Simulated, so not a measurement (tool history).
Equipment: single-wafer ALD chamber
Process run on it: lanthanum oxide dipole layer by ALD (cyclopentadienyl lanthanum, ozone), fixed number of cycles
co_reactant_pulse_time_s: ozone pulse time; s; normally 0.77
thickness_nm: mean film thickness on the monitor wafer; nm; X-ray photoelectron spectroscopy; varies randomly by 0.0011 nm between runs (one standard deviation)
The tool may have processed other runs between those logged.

run,hour,co_reactant_pulse_time_s,wafers since the last listed run,hours since the last thermocouple change,hours since the last ozone generator service,hours since the showerhead was replaced,hours since the gauge calibration,"read-back reference wafer on the same gauge, thickness_nm",thickness_nm
1,0,0.67,0,1775.3,26.1,3660.7,113.9,0.519,0.418
2,97.1,0.67,2504,1872.4,123.2,3757.8,211,0.519,0.415
3,161.2,0.67,1653,1936.5,187.3,3821.9,275.1,0.519,0.412
4,231.5,0.77,1813,2006.8,257.6,3892.2,345.4,0.519,0.444
5,299.3,0.77,1748,2074.6,325.4,3960,413.2,0.519,0.442
# hour 511.4: ozone generator serviced
6,558,0.77,6465,2333.3,46.6,4218.7,671.9,0.519,0.451
7,599,0.77,1057,2374.3,87.6,4259.7,712.9,0.519,0.45
# hour 660.1: showerhead replaced
8,662.1,0.77,1421,2437.4,150.7,2,776,0.519,0.449
9,708,0.7,1183,2483.3,196.6,47.9,821.9,0.519,0.424
10,766.1,0.7,1498,2541.4,254.7,106,880,0.519,0.425
11,844.6,0.77,2024,2619.9,333.2,184.5,958.5,0.519,0.443
# hour 852.8: thermocouple changed; heater temperature recalibrated
12,936,0.77,2150,83.2,424.6,275.9,1049.9,0.519,0.442
# hour 963.3: ozone generator serviced
13,999.3,0.66,1426,146.5,36,339.2,1113.2,0.519,0.411
14,1085.9,0.77,2233,233.1,122.6,425.8,1199.8,0.519,0.448
15,1167.7,0.77,2109,314.9,204.4,507.6,1281.6,0.519,0.445
16,1227.3,0.77,1537,374.5,264,567.2,1341.2,0.519,0.442
# hour 1251.3: gauge calibrated
17,1293,0.55,1694,440.2,329.7,632.9,41.7,0.519,0.356
18,1360.7,1.06,1745,507.9,397.4,700.6,109.4,0.519,0.503
19,1459.8,0.54,2555,607,496.5,799.7,208.5,0.519,0.345
20,1544.3,1.03,2179,691.5,581,884.2,293,0.519,0.495
# hour 1564.1: ozone generator serviced
21,1623.5,0.93,1836,770.7,59.4,963.4,372.2,0.519,0.49
22,1683.2,0.86,1539,830.4,119.1,1023.1,431.9,0.519,0.473

Below, each run's measurement less what the same run would have read without the hidden state. Both values contain the same run-to-run variation, but the gauge's scatter may not be the same in both:
Hidden state at play: wafer temperature above the value expected at the setpoint (K); ozone dose above that of a generator just serviced (%); gauge reads high (%).
run,thickness_nm
1,-0.002
2,-0.005
3,-0.007
4,-0.008
5,-0.011
6,-0.001
7,-0.002
8,-0.004
9,-0.006
10,-0.007
11,-0.009
12,-0.011
13,-0.004
14,-0.005
15,-0.008
16,-0.01
17,-0.013
18,-0.01
19,-0.018
20,-0.015
21,-0.001
22,-0.003
